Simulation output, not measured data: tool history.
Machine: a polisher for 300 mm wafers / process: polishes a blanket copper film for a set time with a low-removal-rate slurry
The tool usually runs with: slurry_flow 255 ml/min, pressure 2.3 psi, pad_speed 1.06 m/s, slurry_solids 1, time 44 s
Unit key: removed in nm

run   hour  slurry_flow  pressure  pad_speed  slurry_solids  time  wafers since the last listed run  wafers polished on this pad  hours since the slurry nozzle was cleaned  hours since the head pressure was calibrated  hours since the slurry blender was calibrated  incoming thickness of the incoming film, nm  removed
  1      0          255       2.3       1.06           0.85    44                                 0                            4                                      614.3                                         346.7                                            7.6                                       1558.8    110.5
  2    7.3          255       2.3       1.06           0.85    44                                85                           89                                      621.6                                           354                                           14.9                                       1579.7      110
  3   23.6          255       2.3       1.06           0.85    44                               191                          281                                      637.9                                         370.3                                           31.2                                       1557.6    109.2
  4   35.2          255         2       1.06              1    44                               136                          417                                      649.5                                         381.9                                           42.8                                       1549.1     96.3
  5   51.7          255       2.3       1.06              1    44                               193                          611                                        666                                         398.4                                           59.3                                       1543.2    107.9
  6   65.1          255       2.3       1.06              1    44                               157                          769                                      679.4                                         411.8                                           72.7                                       1548.4      108
      78.8  -- head pressure recalibrated
  7   83.4          255       2.3       1.06              1    44                               191                          960                                      697.7                                           4.6                                             91                                       1556.8    103.9
  8   96.1          255       2.3       1.06            0.9    44                               149                         1110                                      710.4                                          17.3                                          103.7                                       1544.9    100.8
     115.4  -- worn pad replaced by a new one
  9  115.9          255       2.3       1.06            0.9    44                               185                            5                                      730.2                                          37.1                                          123.5                                       1538.5    106.3
 10    122          255       2.3       1.06            0.9    44                                71                           77                                      736.3                                          43.2                                          129.6                                       1553.4      107
 11  136.5          255       1.8       1.06              1    44                               170                          247                                      750.8                                          57.7                                          144.1                                       1564.6     82.8
     146.7  -- slurry blender recalibrated
 12  153.6          255       2.3       1.06              1    44                               177                          425                                      767.9                                          74.8                                            6.9                                       1560.8    112.1
 13  161.3          205       2.3       1.06              1    44                                90                          515                                      775.6                                          82.5                                           14.6                                       1555.7    110.1
 14  174.7          175       1.5       1.06            0.8    44                               157                          673                                        789                                          95.9                                             28                                       1560.9     67.1
     181.6  -- slurry nozzle cleaned
 15  182.1          255       2.3       1.06              1    44                                75                          748                                        0.5                                         103.3                                           35.4                                       1575.4    111.6
 16  191.6          280         3       1.06           0.75    58                               111                          860                                         10                                         112.8                                           44.9                                       1540.4    180.8
 17  201.6          255       2.3       1.34              1    32                               117                          977                                         20                                         122.8                                           54.9                                       1523.6     89.6
 18  211.9          255       2.9       1.06              1    44                               121                         1098                                       30.3                                         133.1                                           65.2                                       1570.8    130.7
     225.1  -- worn pad replaced by a new one
 19  226.3          230       2.9       0.78              1    44                               122                           13                                       44.7                                         147.5                                           79.6                                       1539.8    117.6
 20  233.7          255       2.3       1.06              1    44                                86                          100                                       52.1                                         154.9                                             87                                       1557.8    112.2

What if the next run were any one of these 3? Each begins from the tool's condition after run 20:
  A  234.1          255       2.3       1.06              1    44                                 4                          105                                       52.5                                         155.3                                           87.4                                       1576.4        ?
  B  234.1          255       1.9        0.9              1    44                                 4                          105                                       52.5                                         155.3                                           87.4                                       1576.4        ?
  C  234.1          175       2.3       1.24            1.3    53                                 4                          105                                       52.5                                         155.3                                           87.4                                       1576.4        ?

run  removed
  A      113
  B     84.9
  C      152
Take away the tool's hidden state, keep each run's random variation, and the runs would have read:
run  removed
  A    116.6
  B     87.6
  C    157.1
